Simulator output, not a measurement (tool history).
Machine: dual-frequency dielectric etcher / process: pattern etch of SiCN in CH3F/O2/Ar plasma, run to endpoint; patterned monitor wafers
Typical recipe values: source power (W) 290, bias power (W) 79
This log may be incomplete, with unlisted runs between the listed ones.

run,hour,source power (W),bias power (W),wafers since the last listed run,hours since the last wet clean,hours since the last source power generator calibration,hours since the last bias power generator calibration,hours since the last upper electrode change,"incoming incoming film thickness, nm",endpoint time (s)
1,0.0,290,79,0,212.2,4395.3,1515.5,2822.4,7.82,20.4
2,90.4,290,79,1121,302.6,4485.7,1605.9,2912.8,7.75,20.5
3,133.4,290,79,533,345.6,4528.7,1648.9,2955.8,7.84,20.6
4,181.2,290,84,592,393.4,4576.5,1696.7,3003.6,7.86,20.5
# hour 222.9: wet clean of the chamber
5,270.8,290,84,813,47.9,4666.1,1786.3,3093.2,7.79,20.0
6,327.4,290,84,702,104.5,4722.7,1842.9,3149.8,7.80,20.1
7,422.9,290,73,1184,200.0,4818.2,1938.4,3245.3,7.85,21.2
8,496.2,320,79,909,273.3,4891.5,2011.7,3318.6,7.81,20.1
9,547.7,320,79,638,324.8,4943.0,2063.2,3370.1,7.81,20.2
10,631.8,320,79,1043,408.9,5027.1,2147.3,3454.2,7.81,20.1
# hour 735.7: wet clean of the chamber
11,736.2,250,79,997,0.5,5131.5,2251.7,3558.6,7.75,21.4
12,772.8,250,79,454,37.1,5168.1,2288.3,3595.2,7.78,21.9
13,858.8,250,79,1066,123.1,5254.1,2374.3,3681.2,7.77,21.7
14,928.7,300,79,867,193.0,5324.0,2444.2,3751.1,7.80,20.1
# hour 969.1: bias power generator calibrated
# hour 988.5: source power generator calibrated
15,1021.3,300,79,1049,285.6,32.8,52.2,3843.7,7.83,20.4
16,1086.0,250,73,802,350.3,97.5,116.9,3908.4,7.74,22.0
17,1178.0,270,93,1141,442.3,189.5,208.9,4000.4,7.85,20.0
18,1228.0,360,71,620,492.3,239.5,258.9,4050.4,7.78,19.9
# hour 1254.8: wet clean of the chamber
19,1284.4,250,91,401,29.6,295.9,315.3,4106.8,7.78,20.4
# hour 1333.7: upper electrode replaced
20,1369.8,310,79,761,115.0,381.3,400.7,36.1,7.88,20.4
21,1449.6,270,93,989,194.8,461.1,480.5,115.9,7.79,20.0
22,1532.1,230,79,1023,277.3,543.6,563.0,198.4,7.83,22.2
23,1578.3,290,67,573,323.5,589.8,609.2,244.6,7.86,21.6
24,1670.0,290,84,1137,415.2,681.5,700.9,336.3,7.83,19.8
25,1724.9,290,74,681,470.1,736.4,755.8,391.2,7.79,21.3
# hour 1763.7: wet clean of the chamber
26,1790.8,260,63,519,27.1,802.3,821.7,457.1,7.85,23.0
27,1852.0,290,79,759,88.3,863.5,882.9,518.3,7.81,20.2
28,1897.3,230,88,561,133.6,908.8,928.2,563.6,7.86,21.4
29,1984.3,260,60,1079,220.6,995.8,1015.2,650.6,7.88,23.5
30,2173.0,350,68,2340,409.3,1184.5,1203.9,839.3,7.85,20.3
# hour 2203.7: wet clean of the chamber
31,2269.7,250,63,901,66.0,1281.2,1300.6,936.0,7.84,23.4
32,2368.5,290,79,1225,164.8,1380.0,1399.4,1034.8,7.76,20.7

Run-by-run hidden state of the tool:
etch rate over this chamber's usual, %: 0 on each run
source power that arrives over what is set, %: 0 on each run
bias power that arrives over what is set, %: 0 on each run
